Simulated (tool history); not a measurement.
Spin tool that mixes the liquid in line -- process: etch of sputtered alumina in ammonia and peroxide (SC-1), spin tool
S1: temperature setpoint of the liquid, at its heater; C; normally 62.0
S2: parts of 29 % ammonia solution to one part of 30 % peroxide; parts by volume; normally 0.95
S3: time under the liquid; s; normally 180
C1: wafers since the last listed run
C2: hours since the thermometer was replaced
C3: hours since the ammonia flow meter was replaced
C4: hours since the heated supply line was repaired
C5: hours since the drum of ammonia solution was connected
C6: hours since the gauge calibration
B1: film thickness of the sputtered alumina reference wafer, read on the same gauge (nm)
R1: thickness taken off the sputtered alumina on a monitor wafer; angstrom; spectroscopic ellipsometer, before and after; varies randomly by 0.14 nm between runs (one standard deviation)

run    hour    S1    S2   S3   C1     C2     C3      C4     C5     C6      B1     R1
  1     0.0  62.0  0.75  180    0  188.6   14.9  2512.4  140.9  211.1  149.99  216.9
  2    90.8  62.0  0.75  180  525  279.4  105.7  2603.2  231.7  301.9  150.00  217.9
  3   153.9  64.5  0.95  180  365  342.5  168.8  2666.3  294.8  365.0  149.96  248.7
  4   190.4  64.5  0.95  180  211  379.0  205.3  2702.8  331.3  401.5  150.01  250.4
  5   244.4  64.5  0.95  180  312  433.0  259.3  2756.8  385.3  455.5  150.02  247.4
  6   301.3  62.0  0.95  180  329  489.9  316.2  2813.7  442.2  512.4  150.02  219.0
  7   366.5  65.0  0.95  180  377  555.1  381.4  2878.9  507.4  577.6  149.96  253.3
  8   404.9  65.0  0.95  180  222  593.5  419.8  2917.3  545.8  616.0  150.03  252.5
      421.8  -- gauge calibrated
  9   445.6  65.0  0.95  180  235  634.2  460.5  2958.0  586.5   23.8  149.94  249.8
      482.9  -- new drum of ammonia solution connected
      485.0  -- heated supply line repaired
 10   548.3  62.0  0.80  180  583  736.9  563.2    63.3   65.4  126.5  150.02  213.9
      569.0  -- thermometer replaced
 11   620.3  62.0  0.95  180  411   51.3  635.2   135.3  137.4  198.5  150.00  206.5
      694.0  -- ammonia flow meter replaced
 12   709.6  62.0  0.95  180  511  140.6   15.6   224.6  226.7  287.8  149.94  204.8
      739.4  -- thermometer replaced, repeated, since the last time left the tool worse
 13   749.2  70.0  0.65  115  223    9.8   55.2   264.2  266.3  327.4  150.00  203.5
 14   799.8  62.0  0.95  135  293   60.4  105.8   314.8  316.9  378.0  150.04  167.7
 15   878.8  59.5  0.95  225  457  139.4  184.8   393.8  395.9  457.0  149.94  247.2
 16   945.9  68.5  1.15  145  388  206.5  251.9   460.9  463.0  524.1  150.00  253.2
 17  1002.7  62.0  0.95  105  328  263.3  308.7   517.7  519.8  580.9  150.02  127.0
     1044.6  -- gauge calibrated
 18  1070.0  62.0  0.95  180  389  330.6  376.0   585.0  587.1   25.4  150.00  218.6
 19  1110.7  62.0  0.95  250  235  371.3  416.7   625.7  627.8   66.1  149.99  306.8
 20  1170.3  70.0  0.65  115  345  430.9  476.3   685.3  687.4  125.7  150.00  200.5

5 ways to go on from here, each from the tool as it stands after run 20. What would each give?
  A  1170.8  62.0  0.95  180   2  431.4  476.8  685.8  687.9  126.2   ?   ?
  B  1170.8  62.0  0.70  180   2  431.4  476.8  685.8  687.9  126.2   ?   ?
  C  1170.8  67.0  1.10  180   2  431.4  476.8  685.8  687.9  126.2   ?   ?
  D  1170.8  69.0  0.95  180   2  431.4  476.8  685.8  687.9  126.2   ?   ?
  E  1170.8  62.0  0.95  225   2  431.4  476.8  685.8  687.9  126.2   ?   ?

run      B1     R1
  A  150.01  220.5
  B  150.01  214.3
  C  150.01  287.1
  D  150.01  312.2
  E  150.01  275.7
Had the tool no hidden state, the same runs would have come out as:
run     R1
  A  227.9
  B  221.4
  C  296.4
  D  322.2
  E  284.9
